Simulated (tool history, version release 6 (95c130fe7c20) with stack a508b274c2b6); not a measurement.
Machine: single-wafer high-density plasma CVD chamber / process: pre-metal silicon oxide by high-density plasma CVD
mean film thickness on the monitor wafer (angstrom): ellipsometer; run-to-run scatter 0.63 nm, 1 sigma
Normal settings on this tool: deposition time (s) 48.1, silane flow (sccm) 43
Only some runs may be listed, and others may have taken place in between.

run,hour,deposition time (s),silane flow (sccm),wafers since the last listed run,hours since the silane flow controller was replaced,hours since the gauge calibration,"read-back reference wafer on the same gauge, thickness_nm",mean film thickness on the monitor wafer (angstrom)
1,0,48.1,43,0,1904.7,378.3,231.97,2012.78
2,26.7,48.1,43,448,1931.4,405,232.045,2008.65
3,42.9,48.1,43,272,1947.6,421.2,232.187,2019.84
4,72.1,48.1,40,490,1976.8,450.4,232.053,1876.52
5,87.4,48.1,43,257,1992.1,465.7,231.89,2019.34
6,100.1,48.1,43,213,2004.8,478.4,231.959,2019.98
7,122.3,48.1,43,373,2027,500.6,232.132,2016.09
8,155,48.1,43,549,2059.7,533.3,232.156,2021.13
9,180,41,50,420,2084.7,558.3,231.855,1972.08
10,246.4,48.1,43,1116,2151.1,624.7,231.903,2020.11
11,266,48.1,43,329,2170.7,644.3,231.953,2018.17
12,299.9,48.1,47,569,2204.6,678.2,231.947,2188.09
13,381.2,48.1,47,1366,2285.9,759.5,231.976,2192.65
14,416.7,48.1,43,596,2321.4,795,231.944,2006.17
15,451.3,48.1,43,581,2356,829.6,232.051,2016.06
16,472.5,48.1,43,356,2377.2,850.8,232.187,2011.36
17,505.8,48.1,43,559,2410.5,884.1,231.96,2014.89
# hour 604: silane flow controller replaced
18,613.4,48.1,43,1674,9.4,991.7,232.021,2017.29
19,643.3,48.1,43,502,39.3,1021.6,232.037,2005.39
20,665.5,48.1,43,373,61.5,1043.8,231.813,2013.47
21,689.3,48.1,43,400,85.3,1067.6,232.175,2005.99
22,715.1,48.1,43,433,111.1,1093.4,232.182,2019.38
23,743.8,48.1,43,482,139.8,1122.1,231.983,2009.57
24,766,57.2,38,373,162,1144.3,231.94,2140.41
25,791.4,51,38,426,187.4,1169.7,232.082,1918.11
26,823.5,48.1,43,539,219.5,1201.8,232.098,2002.86
27,842.9,43.8,43,326,238.9,1221.2,231.9,1830.58
# hour 905.8: gauge calibrated
28,940.7,55.8,39,1644,336.7,34.9,231.985,2142.9
29,960.2,40,43,327,356.2,54.4,231.936,1674.71
30,989.8,44.4,51,497,385.8,84,231.921,2182.64
31,1016.2,52.4,35,443,412.2,110.4,231.948,1828.27
32,1030.3,48.1,43,237,426.3,124.5,232.063,2022.6
33,1062.5,48.1,35,541,458.5,156.7,232.053,1665.57
34,1092.4,48.1,43,502,488.4,186.6,232.034,2015.76
35,1115,38.7,47,379,511,209.2,232.187,1758.33
36,1127.8,48.1,43,215,523.8,222,231.972,2012.13
37,1193,48.1,43,1096,589,287.2,232.039,2009.7
38,1224,48.1,37,521,620,318.2,231.957,1763.78
39,1324.2,48.1,43,1684,720.2,418.4,232.129,2010.36
40,1359.1,53.5,37,586,755.1,453.3,232.076,1956.34
41,1383.3,39.9,51,406,779.3,477.5,231.937,1963.21
42,1416.4,55.2,50,556,812.4,510.6,231.844,2651.91
43,1432.1,52.5,40,263,828.1,526.3,232.045,2056.72
44,1451.4,55.4,47,324,847.4,545.6,231.984,2506.6
45,1485.9,40.5,46,579,881.9,580.1,231.967,1809.11
46,1521.8,52.8,43,603,917.8,616,232.127,2206.01
47,1556.2,48.1,43,578,952.2,650.4,232.047,2018.52

Run-by-run hidden state of the tool:
delivered silane flow above the setpoint (%): 0 in every run
gauge reads high (%): 0 in every run
